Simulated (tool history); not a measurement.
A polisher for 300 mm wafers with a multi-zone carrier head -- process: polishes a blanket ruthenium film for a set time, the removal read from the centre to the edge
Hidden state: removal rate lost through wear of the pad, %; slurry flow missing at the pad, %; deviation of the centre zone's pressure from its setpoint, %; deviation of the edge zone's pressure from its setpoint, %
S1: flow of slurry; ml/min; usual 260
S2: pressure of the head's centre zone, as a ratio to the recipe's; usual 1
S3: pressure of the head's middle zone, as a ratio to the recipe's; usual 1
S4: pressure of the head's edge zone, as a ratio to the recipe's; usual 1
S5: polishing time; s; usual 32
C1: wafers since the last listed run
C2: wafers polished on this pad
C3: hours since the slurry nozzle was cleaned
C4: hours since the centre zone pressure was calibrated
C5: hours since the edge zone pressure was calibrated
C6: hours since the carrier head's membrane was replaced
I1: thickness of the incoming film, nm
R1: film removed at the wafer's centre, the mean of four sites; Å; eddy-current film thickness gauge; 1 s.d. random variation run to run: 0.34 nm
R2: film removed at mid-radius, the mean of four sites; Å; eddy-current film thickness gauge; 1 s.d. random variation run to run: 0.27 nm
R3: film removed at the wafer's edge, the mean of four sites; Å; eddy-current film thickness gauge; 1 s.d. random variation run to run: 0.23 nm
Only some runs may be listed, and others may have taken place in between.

run    hour   S1    S2    S3    S4  S5   C1    C2     C3     C4     C5     C6     I1   R1   R2   R3
  1       0  260     1     1  1.04  32    0  1866  585.3  153.4  118.9   17.2  581.4  279  282  295
       30.9  -- worn pad replaced by a new one
  2    64.4  260     1     1     1  32  723   400  649.7  217.8  183.3   81.6  577.3  276  277  290
       77.5  -- slurry nozzle cleaned
  3   125.6  260     1  1.09     1  32  720  1121   48.1    279  244.5  142.8  579.7  270  297  290
  4   190.6  260     1  1.09     1  32  778  1900  113.1    344  309.5  207.8  571.7  263  300  285
        219  -- centre zone pressure recalibrated
  5   221.5  295     1     1     1  32  346  2246    144    2.5  340.4  238.7  580.8  294  281  292
      232.5  -- worn pad replaced by a new one
  6   278.7  295     1     1     1  32  637   553  201.2   59.7  397.6  295.9  578.6  291  283  291
  7   309.7  260     1     1     1  32  371   924  232.2   90.7  428.6  326.9  579.4  290  281  290
  8   376.3  260     1     1     1  32  797  1722  298.8  157.3  495.2  393.5  571.3  282  279  290
      438.7  -- worn pad replaced by a new one
  9     440  260     1     1     1  32  714    15  362.5    221  558.9  457.2  573.8  274  281  289
 10   494.3  260     1     1     1  32  650   665  416.8  275.3  613.2  511.5  580.4  273  278  289
      507.9  -- centre zone pressure recalibrated
 11   542.7  260     1     1     1  32  555  1221  465.2   34.8  661.6  559.9  576.7  290  273  291
 12   606.1  260     1     1     1  32  759  1980  528.6   98.2    725  623.3  573.8  279  279  286
      626.9  -- worn pad replaced by a new one
 13   655.4  295     1     1     1  32  542   341  577.9  147.5  774.3  672.6  572.8  284  285  290
      694.7  -- slurry nozzle cleaned
      701.2  -- edge zone pressure recalibrated
 14   708.4  260  0.91  1.12  1.08  39  598   940   13.7  200.5    7.2  725.6  569.1  302  378  366
      776.5  -- carrier head's membrane replaced by a new one
 15   777.4  260     1   1.1     1  24  766  1706   82.7  269.5   76.2    0.9  571.9  205  226  216
 16   847.7  260  1.03     1  1.07  32  841  2548    153  339.8  146.5   71.2    581  271  277  296
      854.5  -- centre zone pressure recalibrated
      869.4  -- worn pad replaced by a new one
 17   917.5  260     1     1     1  32  764   576  222.8     63  216.3    141  584.3  276  274  289
 18   988.3  260     1   1.1     1  32  847  1424  293.6  133.8  287.1  211.8  583.7  282  299  286
 19  1041.8  260     1  1.09  0.92  37  640  2064  347.1  187.3  340.6  265.3  581.5  316  348  320
     1059.5  -- worn pad replaced by a new one
 20  1094.4  195     1   0.9  0.95  28  582   417  399.7  239.9  393.2  317.9  569.4  225  214  239

What if the next run were any one of these 5? Each begins from the tool's condition after run 20:
  A  1094.8  325     1     1     1  32   4  422  400.1  240.3  393.6  318.3  583.4   ?   ?   ?
  B  1094.8  260   0.9   0.9     1  32   4  422  400.1  240.3  393.6  318.3  583.4   ?   ?   ?
  C  1094.8  260  1.11  1.09  0.97  25   4  422  400.1  240.3  393.6  318.3  583.4   ?   ?   ?
  D  1094.8  260     1     1  0.91  32   4  422  400.1  240.3  393.6  318.3  583.4   ?   ?   ?
  E  1094.8  260     1  0.92     1  42   4  422  400.1  240.3  393.6  318.3  583.4   ?   ?   ?

run   R1   R2   R3
  A  278  284  295
  B  243  254  290
  C  235  233  223
  D  271  277  277
  E  355  339  380
With the hidden condition removed and each run's random variation left untouched, the same runs would have given:
run   R1   R2   R3
  A  293  284  295
  B  256  254  290
  C  247  233  223
  D  285  277  277
  E  374  339  380
